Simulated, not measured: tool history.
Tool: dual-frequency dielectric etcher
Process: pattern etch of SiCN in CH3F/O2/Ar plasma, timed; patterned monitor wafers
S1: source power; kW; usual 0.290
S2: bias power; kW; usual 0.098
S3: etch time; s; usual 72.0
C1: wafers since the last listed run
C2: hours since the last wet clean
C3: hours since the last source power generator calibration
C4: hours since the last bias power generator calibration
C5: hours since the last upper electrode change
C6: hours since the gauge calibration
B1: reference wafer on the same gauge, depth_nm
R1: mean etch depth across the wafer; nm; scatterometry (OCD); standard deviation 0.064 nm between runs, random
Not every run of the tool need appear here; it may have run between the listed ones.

run   hour     S1     S2    S3    C1     C2      C3      C4      C5     C6     B1     R1
  1    0.0  0.290  0.106  72.0     0  208.9  3040.8  5108.1  3165.0  161.0  24.98  29.19
  2   14.3  0.290  0.098  72.0   201  223.2  3055.1  5122.4  3179.3  175.3  24.97  28.02
  3   50.0  0.290  0.098  72.0   503  258.9  3090.8  5158.1  3215.0  211.0  25.00  28.01
  4   77.1  0.290  0.098  72.0   382  286.0  3117.9  5185.2  3242.1  238.1  25.00  28.13
  5  102.2  0.330  0.098  72.0   354  311.1  3143.0  5210.3  3267.2  263.2  25.01  29.72
  6  118.5  0.330  0.098  72.0   230  327.4  3159.3  5226.6  3283.5  279.5  24.98  29.76
  7  211.3  0.330  0.098  72.0  1309  420.2  3252.1  5319.4  3376.3  372.3  25.00  29.94
  8  235.1  0.290  0.098  72.0   335  444.0  3275.9  5343.2  3400.1  396.1  24.99  28.23
  9  264.0  0.290  0.098  72.0   407  472.9  3304.8  5372.1  3429.0  425.0  25.00  28.23
 10  284.4  0.290  0.098  72.0   287  493.3  3325.2  5392.5  3449.4  445.4  25.02  28.38
     369.5  -- gauge calibrated
 11  373.4  0.290  0.098  72.0  1256  582.3  3414.2  5481.5  3538.4    3.9  24.99  28.42
     390.7  -- bias power generator calibrated
 12  391.2  0.290  0.098  72.0   194  600.1  3432.0     0.5  3556.2   21.7  25.00  28.50
     452.3  -- wet clean of the chamber
 13  452.8  0.290  0.098  72.0   530    0.5  3493.6    62.1  3617.8   83.3  25.00  27.79
 14  473.4  0.290  0.098  72.0   290   21.1  3514.2    82.7  3638.4  103.9  25.00  27.65
 15  499.1  0.240  0.075  72.0   362   46.8  3539.9   108.4  3664.1  129.6  25.00  22.23
 16  517.4  0.330  0.086  72.0   258   65.1  3558.2   126.7  3682.4  147.9  25.00  27.54
 17  547.4  0.350  0.121  65.5   423   95.1  3588.2   156.7  3712.4  177.9  25.00  30.51
     570.7  -- source power generator calibrated
 18  580.4  0.290  0.080  72.0   409  128.1     9.7   189.7  3745.4  210.9  25.00  25.11
 19  613.9  0.260  0.083  72.0   472  161.6    43.2   223.2  3778.9  244.4  24.98  24.36
 20  631.3  0.250  0.084  56.5   245  179.0    60.6   240.6  3796.3  261.8  24.98  18.91
     669.3  -- upper electrode replaced
 21  669.8  0.270  0.104  52.0   204  217.5    99.1   279.1     0.5  300.3  25.00  20.16
 22  674.5  0.290  0.082  72.0    66  222.2   103.8   283.8     5.2  305.0  25.02  25.47
 23  693.2  0.330  0.098  52.5   263  240.9   122.5   302.5    23.9  323.7  25.00  21.60
 24  729.5  0.250  0.104  72.0   512  277.2   158.8   338.8    60.2  360.0  24.99  27.02
 25  762.9  0.290  0.078  72.0   471  310.6   192.2   372.2    93.6  393.4  25.01  25.01
 26  791.8  0.230  0.117  61.5   407  339.5   221.1   401.1   122.5  422.3  24.97  23.74
 27  804.9  0.290  0.098  72.0   184  352.6   234.2   414.2   135.6  435.4  25.00  28.23
 28  836.9  0.290  0.098  72.0   451  384.6   266.2   446.2   167.6  467.4  25.00  28.22
 29  862.6  0.290  0.098  72.0   362  410.3   291.9   471.9   193.3  493.1  25.00  28.22
 30  881.6  0.230  0.080  58.0   268  429.3   310.9   490.9   212.3  512.1  25.01  18.39
 31  897.5  0.290  0.098  72.0   224  445.2   326.8   506.8   228.2  528.0  25.00  28.42

What would each run have given without the hidden state, its run-to-run variation left as it was?
Unlogged tool condition in this case: etch rate over this chamber's usual, %; source power that arrives over what is set, %; bias power that arrives over what is set, %; gauge reads high (%).
run     R1
  1  28.92
  2  27.75
  3  27.70
  4  27.78
  5  29.33
  6  29.35
  7  29.41
  8  27.70
  9  27.66
 10  27.79
 11  27.72
 12  27.78
 13  27.77
 14  27.62
 15  22.18
 16  27.46
 17  30.37
 18  24.96
 19  24.18
 20  18.76
 21  19.97
 22  25.22
 23  21.36
 24  26.69
 25  24.67
 26  23.38
 27  27.79
 28  27.74
 29  27.71
 30  18.05
 31  27.87

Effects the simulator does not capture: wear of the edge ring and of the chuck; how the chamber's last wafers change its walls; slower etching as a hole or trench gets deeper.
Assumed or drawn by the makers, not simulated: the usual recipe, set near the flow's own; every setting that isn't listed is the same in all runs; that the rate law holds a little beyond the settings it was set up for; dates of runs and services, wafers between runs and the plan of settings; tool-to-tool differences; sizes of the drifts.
